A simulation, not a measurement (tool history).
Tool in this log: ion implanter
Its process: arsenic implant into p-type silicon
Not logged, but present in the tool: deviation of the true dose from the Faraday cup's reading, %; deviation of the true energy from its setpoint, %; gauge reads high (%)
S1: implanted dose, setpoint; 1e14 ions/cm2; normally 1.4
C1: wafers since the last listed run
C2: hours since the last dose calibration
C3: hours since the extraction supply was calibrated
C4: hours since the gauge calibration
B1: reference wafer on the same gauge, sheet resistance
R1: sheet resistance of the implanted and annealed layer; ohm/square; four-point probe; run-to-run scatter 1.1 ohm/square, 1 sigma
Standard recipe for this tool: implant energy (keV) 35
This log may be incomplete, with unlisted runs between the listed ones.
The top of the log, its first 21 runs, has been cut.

{"run": 22, "day": 10.288, "S1": 1.4, "implant energy (keV)": 35, "C1": 184, "C2": 53.9, "C3": 80.1, "C4": 134.5, "B1": 579.98, "R1": 527.69}
{"run": 23, "day": 10.6, "S1": 1.52, "implant energy (keV)": 44.5, "C1": 103, "C2": 61.4, "C3": 87.6, "C4": 142, "B1": 580, "R1": 480.17}
{"run": 24, "day": 11.046, "S1": 1.4, "implant energy (keV)": 35, "C1": 147, "C2": 72.1, "C3": 98.3, "C4": 152.7, "B1": 580.03, "R1": 528.7}
{"run": 25, "day": 11.367, "S1": 1.68, "implant energy (keV)": 43, "C1": 106, "C2": 79.8, "C3": 106, "C4": 160.4, "B1": 579.69, "R1": 448.18}
{"run": 26, "day": 12.1, "S1": 1.58, "implant energy (keV)": 35, "C1": 242, "C2": 97.4, "C3": 123.6, "C4": 178, "B1": 580.1, "R1": 486.29}
{"day": 12.646, "done": "Faraday cup replaced and dose calibrated, repeated, since the last time left the tool worse"}
{"run": 27, "day": 12.667, "S1": 1.4, "implant energy (keV)": 35, "C1": 77, "C2": 0.5, "C3": 137.2, "C4": 191.6, "B1": 579.8, "R1": 504.04}
{"run": 28, "day": 13.05, "S1": 1.4, "implant energy (keV)": 35, "C1": 126, "C2": 9.7, "C3": 146.4, "C4": 200.8, "B1": 579.94, "R1": 503.45}
{"run": 29, "day": 13.346, "S1": 1.05, "implant energy (keV)": 35, "C1": 97, "C2": 16.8, "C3": 153.5, "C4": 207.9, "B1": 579.75, "R1": 615.56}
{"run": 30, "day": 13.779, "S1": 1.69, "implant energy (keV)": 23.5, "C1": 143, "C2": 27.2, "C3": 163.9, "C4": 218.3, "B1": 579.92, "R1": 474.03}
{"run": 31, "day": 14.312, "S1": 1.72, "implant energy (keV)": 35, "C1": 176, "C2": 40, "C3": 176.7, "C4": 231.1, "B1": 579.83, "R1": 436.99}
{"run": 32, "day": 14.904, "S1": 1.4, "implant energy (keV)": 35, "C1": 195, "C2": 54.2, "C3": 190.9, "C4": 245.3, "B1": 579.88, "R1": 508.17}
{"run": 33, "day": 15.562, "S1": 1.4, "implant energy (keV)": 35, "C1": 217, "C2": 70, "C3": 206.7, "C4": 261.1, "B1": 580.01, "R1": 504.75}
{"run": 34, "day": 16.021, "S1": 1.4, "implant energy (keV)": 35, "C1": 151, "C2": 81, "C3": 217.7, "C4": 272.1, "B1": 579.88, "R1": 505.38}
{"run": 35, "day": 16.338, "S1": 1.8, "implant energy (keV)": 27.5, "C1": 104, "C2": 88.6, "C3": 225.3, "C4": 279.7, "B1": 580.27, "R1": 443.31}
{"run": 36, "day": 16.754, "S1": 1.28, "implant energy (keV)": 43.5, "C1": 137, "C2": 98.6, "C3": 235.3, "C4": 289.7, "B1": 580.15, "R1": 517.59}
{"run": 37, "day": 17.292, "S1": 1.55, "implant energy (keV)": 40, "C1": 177, "C2": 111.5, "C3": 248.2, "C4": 302.6, "B1": 579.96, "R1": 462.11}
{"run": 38, "day": 17.671, "S1": 1.29, "implant energy (keV)": 39.5, "C1": 125, "C2": 120.6, "C3": 257.3, "C4": 311.7, "B1": 580.27, "R1": 525.06}

Below are 3 alternative next runs, each starting from the tool's condition after run 38. Predict each:
{"run": "A", "day": 17.688, "S1": 1.4, "implant energy (keV)": 35, "C1": 5, "C2": 121, "C3": 257.7, "C4": 312.1, "B1": "?", "R1": "?"}
{"run": "B", "day": 17.688, "S1": 1.54, "implant energy (keV)": 35, "C1": 5, "C2": 121, "C3": 257.7, "C4": 312.1, "B1": "?", "R1": "?"}
{"run": "C", "day": 17.688, "S1": 1.8, "implant energy (keV)": 42.5, "C1": 5, "C2": 121, "C3": 257.7, "C4": 312.1, "B1": "?", "R1": "?"}

run=A B1=579.8 R1=508.46
run=B B1=579.8 R1=475.67
run=C B1=579.8 R1=412.42
Without the tool's hidden state the same runs would have given:
run=A R1=505.53
run=B R1=472.91
run=C R1=410.02
